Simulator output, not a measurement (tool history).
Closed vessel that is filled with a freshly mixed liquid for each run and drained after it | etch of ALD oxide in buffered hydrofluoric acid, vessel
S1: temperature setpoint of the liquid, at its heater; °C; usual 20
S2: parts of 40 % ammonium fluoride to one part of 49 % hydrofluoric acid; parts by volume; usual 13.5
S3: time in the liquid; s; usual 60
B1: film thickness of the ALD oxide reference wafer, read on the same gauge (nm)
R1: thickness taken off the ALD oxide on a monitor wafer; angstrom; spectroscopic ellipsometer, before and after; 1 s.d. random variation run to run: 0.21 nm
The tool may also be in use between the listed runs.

| run | day | S1 | S2 | S3 | B1 | R1 |
|---|---|---|---|---|---|---|
| 1 | 0 | 20 | 13.5 | 60 | 149.72 | 442.8 |
| 2 | 2.058 | 20 | 13.5 | 60 | 149.52 | 443.5 |
| 3 | 3.446 | 20 | 13.5 | 60 | 149.28 | 441.4 |
| 4 | 4.504 | 20 | 13.5 | 60 | 149.11 | 445.4 |
| 5 | 5.8 | 20 | 13.5 | 60 | 148.85 | 443.5 |
| 6 | 9.525 | 20 | 13.5 | 60 | 147.98 | 439.1 |
|  | 10.371 | thermometer replaced |
| 7 | 10.583 | 20 | 13.5 | 60 | 147.71 | 439.7 |
| 8 | 11.2 | 20 | 13.5 | 60 | 147.53 | 438.2 |
| 9 | 12.567 | 20 | 13.5 | 60 | 147.14 | 439.3 |
|  | 13.408 | gauge calibrated |
| 10 | 13.65 | 20 | 13.5 | 60 | 149.95 | 446.9 |

Run 11 is up next; what results do you expect?
| 11 | 14.329 | 20 | 17.5 | 50 | ? | ? |

Run 11 yielded B1 149.92, R1 288.2 angstrom.
Minus the tool's unlogged condition, the same run would have read R1 288.3 angstrom.
